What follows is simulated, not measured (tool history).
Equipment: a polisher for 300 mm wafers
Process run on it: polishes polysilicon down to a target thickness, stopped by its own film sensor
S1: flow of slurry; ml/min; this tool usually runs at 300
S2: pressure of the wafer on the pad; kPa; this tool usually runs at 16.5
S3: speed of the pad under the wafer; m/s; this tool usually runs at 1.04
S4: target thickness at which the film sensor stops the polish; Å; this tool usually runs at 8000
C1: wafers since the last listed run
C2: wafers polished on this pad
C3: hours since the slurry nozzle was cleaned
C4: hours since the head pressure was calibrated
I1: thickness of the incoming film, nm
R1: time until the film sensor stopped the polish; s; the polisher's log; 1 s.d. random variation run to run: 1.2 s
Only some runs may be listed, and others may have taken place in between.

| run | hour | S1 | S2 | S3 | S4 | C1 | C2 | C3 | C4 | I1 | R1 |
|---|---|---|---|---|---|---|---|---|---|---|---|
| 1 | 0.0 | 300 | 13.8 | 1.04 | 8000 | 0 | 191 | 217.6 | 528.6 | 1242.7 | 82.2 |
| 2 | 15.4 | 300 | 16.5 | 0.82 | 8000 | 172 | 363 | 233.0 | 544.0 | 1221.2 | 81.1 |
| 3 | 27.8 | 300 | 16.5 | 1.04 | 8000 | 138 | 502 | 245.4 | 556.4 | 1243.6 | 69.7 |
| 4 | 48.1 | 300 | 16.5 | 1.04 | 8000 | 226 | 728 | 265.7 | 576.7 | 1229.9 | 68.2 |
| 5 | 68.0 | 300 | 16.5 | 1.04 | 8000 | 222 | 951 | 285.6 | 596.6 | 1264.2 | 71.9 |
| 6 | 82.9 | 300 | 16.5 | 1.18 | 8000 | 166 | 1117 | 300.5 | 611.5 | 1235.2 | 59.2 |
| 7 | 114.1 | 300 | 16.5 | 1.04 | 8000 | 348 | 1466 | 331.7 | 642.7 | 1227.9 | 65.4 |
| 8 | 139.2 | 300 | 16.5 | 1.04 | 8000 | 280 | 1746 | 356.8 | 667.8 | 1228.4 | 66.3 |
| 9 | 165.2 | 300 | 16.5 | 1.04 | 8000 | 290 | 2036 | 382.8 | 693.8 | 1247.7 | 68.7 |
|  | 183.0 | worn pad replaced by a new one |
| 10 | 183.9 | 300 | 16.5 | 1.04 | 8000 | 164 | 9 | 401.5 | 712.5 | 1228.3 | 66.9 |
| 11 | 213.9 | 300 | 16.5 | 1.04 | 8000 | 335 | 344 | 431.5 | 742.5 | 1260.4 | 72.0 |
|  | 242.0 | head pressure recalibrated |
| 12 | 269.7 | 300 | 16.5 | 1.04 | 8000 | 600 | 945 | 487.3 | 27.7 | 1249.2 | 63.2 |
| 13 | 285.4 | 300 | 16.5 | 1.04 | 8000 | 175 | 1121 | 503.0 | 43.4 | 1249.3 | 62.5 |
| 14 | 306.6 | 300 | 16.5 | 1.04 | 8000 | 236 | 1357 | 524.2 | 64.6 | 1225.7 | 60.4 |
| 15 | 328.9 | 300 | 16.5 | 1.04 | 8000 | 249 | 1606 | 546.5 | 86.9 | 1259.5 | 64.3 |
| 16 | 351.8 | 300 | 16.5 | 0.96 | 8000 | 255 | 1862 | 569.4 | 109.8 | 1218.9 | 62.2 |
| 17 | 380.4 | 300 | 16.5 | 0.74 | 9110 | 319 | 2182 | 598.0 | 138.4 | 1244.3 | 63.9 |
|  | 382.9 | head pressure recalibrated, repeated, since the last time left the tool worse |
| 18 | 396.3 | 300 | 22.1 | 1.18 | 8000 | 155 | 2337 | 613.9 | 13.4 | 1264.3 | 50.9 |
|  | 400.7 | worn pad replaced by a new one |
|  | 426.5 | slurry nozzle cleaned |
| 19 | 429.7 | 265 | 11.7 | 1.26 | 7200 | 317 | 313 | 3.2 | 46.8 | 1241.3 | 104.6 |
| 20 | 457.2 | 350 | 15.2 | 1.20 | 6680 | 307 | 620 | 30.7 | 74.3 | 1240.4 | 87.5 |
| 21 | 492.2 | 300 | 16.5 | 1.04 | 8000 | 390 | 1011 | 65.7 | 109.3 | 1253.1 | 74.0 |
| 22 | 516.7 | 300 | 13.8 | 1.04 | 8000 | 273 | 1284 | 90.2 | 133.8 | 1238.1 | 85.5 |
| 23 | 535.0 | 300 | 16.5 | 0.96 | 8000 | 204 | 1489 | 108.5 | 152.1 | 1256.6 | 79.5 |
| 24 | 558.1 | 300 | 16.5 | 1.04 | 8000 | 258 | 1747 | 131.6 | 175.2 | 1221.3 | 67.6 |
| 25 | 576.6 | 300 | 14.5 | 1.20 | 8000 | 206 | 1953 | 150.1 | 193.7 | 1236.1 | 72.8 |
|  | 628.0 | worn pad replaced by a new one |
| 26 | 633.9 | 300 | 13.1 | 1.04 | 8000 | 595 | 66 | 207.4 | 251.0 | 1242.5 | 91.5 |
| 27 | 657.6 | 300 | 16.5 | 0.72 | 6620 | 264 | 331 | 231.1 | 274.7 | 1240.7 | 125.4 |
| 28 | 676.9 | 255 | 20.0 | 1.04 | 8000 | 215 | 546 | 250.4 | 294.0 | 1241.0 | 58.5 |
| 29 | 709.5 | 385 | 13.1 | 1.04 | 8830 | 364 | 910 | 283.0 | 326.6 | 1237.2 | 68.7 |
| 30 | 724.1 | 225 | 16.5 | 1.38 | 7110 | 163 | 1073 | 297.6 | 341.2 | 1248.3 | 68.8 |
| 31 | 743.1 | 300 | 16.5 | 1.04 | 8000 | 212 | 1286 | 316.6 | 360.2 | 1229.3 | 66.8 |
| 32 | 827.7 | 240 | 16.5 | 1.18 | 8000 | 944 | 2231 | 401.2 | 444.8 | 1248.9 | 64.6 |
|  | 837.4 | worn pad replaced by a new one |
| 33 | 859.8 | 225 | 18.6 | 0.78 | 8000 | 313 | 250 | 433.3 | 476.9 | 1245.1 | 84.1 |
| 34 | 873.3 | 400 | 17.9 | 1.04 | 8000 | 150 | 401 | 446.8 | 490.4 | 1243.7 | 63.0 |
| 35 | 906.4 | 230 | 13.8 | 1.30 | 9360 | 369 | 771 | 479.9 | 523.5 | 1233.3 | 47.2 |
| 36 | 931.5 | 300 | 16.5 | 1.04 | 8000 | 280 | 1051 | 505.0 | 548.6 | 1237.5 | 67.4 |
| 37 | 960.5 | 250 | 21.4 | 1.04 | 7060 | 323 | 1375 | 534.0 | 577.6 | 1220.2 | 62.7 |

4 ways to go on from here, each from the tool as it stands after run 37. What would each give?
| A | 960.9 | 270 | 16.5 | 1.04 | 8000 | 4 | 1379 | 534.4 | 578.0 | 1244.3 | ? |
| B | 960.9 | 300 | 12.4 | 1.04 | 7180 | 4 | 1379 | 534.4 | 578.0 | 1244.3 | ? |
| C | 960.9 | 300 | 13.8 | 1.20 | 6470 | 4 | 1379 | 534.4 | 578.0 | 1244.3 | ? |
| D | 960.9 | 275 | 12.4 | 1.30 | 9230 | 4 | 1379 | 534.4 | 578.0 | 1244.3 | ? |

| run | R1 |
|---|---|
| A | 70.5 |
| B | 110.2 |
| C | 99.1 |
| D | 55.7 |
With no hidden state in the tool, these same runs would have given:
| run | R1 |
|---|---|
| A | 74.6 |
| B | 116.5 |
| C | 104.9 |
| D | 58.9 |

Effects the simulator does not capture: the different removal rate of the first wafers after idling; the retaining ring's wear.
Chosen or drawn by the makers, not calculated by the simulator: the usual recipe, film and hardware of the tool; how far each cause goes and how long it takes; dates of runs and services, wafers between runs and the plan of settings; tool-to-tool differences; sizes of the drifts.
